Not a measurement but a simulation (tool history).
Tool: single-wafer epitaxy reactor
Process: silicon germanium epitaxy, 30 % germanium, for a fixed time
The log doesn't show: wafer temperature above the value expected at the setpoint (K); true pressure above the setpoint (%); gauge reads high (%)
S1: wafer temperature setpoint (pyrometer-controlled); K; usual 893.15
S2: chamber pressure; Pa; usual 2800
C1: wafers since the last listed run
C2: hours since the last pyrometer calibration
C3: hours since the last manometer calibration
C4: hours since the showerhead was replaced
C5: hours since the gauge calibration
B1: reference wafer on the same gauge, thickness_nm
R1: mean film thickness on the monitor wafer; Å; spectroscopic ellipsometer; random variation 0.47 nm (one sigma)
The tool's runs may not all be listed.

run,hour,S1,S2,C1,C2,C3,C4,C5,B1,R1
1,0.0,893.15,2800,0,852.5,905.0,5038.6,1682.1,80.084,822.23
2,208.6,893.15,2800,4141,1061.1,1113.6,5247.2,1890.7,80.180,815.76
# hour 236.3: gauge calibrated
3,270.2,897.15,2800,1223,1122.7,1175.2,5308.8,33.9,80.112,885.88
4,341.6,897.15,2800,1417,1194.1,1246.6,5380.2,105.3,80.200,889.35
5,391.7,893.15,2413,994,1244.2,1296.7,5430.3,155.4,80.086,779.38
6,437.9,893.15,2413,917,1290.4,1342.9,5476.5,201.6,80.009,768.28
7,502.6,893.15,2413,1284,1355.1,1407.6,5541.2,266.3,80.099,778.14
8,595.0,901.15,2413,1834,1447.5,1500.0,5633.6,358.7,79.979,897.75
9,638.8,901.15,2413,869,1491.3,1543.8,5677.4,402.5,80.171,904.94
10,676.1,901.15,2413,740,1528.6,1581.1,5714.7,439.8,80.222,896.85
11,735.9,893.15,2573,1187,1588.4,1640.9,5774.5,499.6,79.976,793.42
12,798.7,898.15,2800,1246,1651.2,1703.7,5837.3,562.4,80.060,900.99
13,899.5,898.15,2800,2001,1752.0,1804.5,5938.1,663.2,80.234,897.95
# hour 974.2: capacitance manometer re-zeroed and calibrated
14,974.7,893.15,2800,1334,1827.2,0.5,6013.3,738.4,80.126,815.34
# hour 1025.1: pyrometer calibrated
15,1060.1,893.15,2800,1536,35.0,85.9,6098.7,823.8,79.945,844.92
16,1143.2,893.15,2800,1650,118.1,169.0,6181.8,906.9,80.049,837.66
17,1228.5,888.15,3293,1693,203.4,254.3,6267.1,992.2,79.967,802.25
18,1269.5,889.15,3453,814,244.4,295.3,6308.1,1033.2,79.964,829.78
# hour 1348.7: showerhead replaced
19,1567.4,906.15,2226,5756,542.3,593.2,218.7,1331.1,80.186,969.34
20,1625.3,887.15,2466,1149,600.2,651.1,276.6,1389.0,80.218,696.97
21,1723.9,881.15,2973,1957,698.8,749.7,375.2,1487.6,79.987,657.98

Forecast run 22:
22,1774.6,893.15,3240,1006,749.5,800.4,425.9,1538.3,?,?

Run 22 gave B1 80.190, R1 879.88 Å.
Without the tool's hidden state the same run would have given R1 903.64 Å.

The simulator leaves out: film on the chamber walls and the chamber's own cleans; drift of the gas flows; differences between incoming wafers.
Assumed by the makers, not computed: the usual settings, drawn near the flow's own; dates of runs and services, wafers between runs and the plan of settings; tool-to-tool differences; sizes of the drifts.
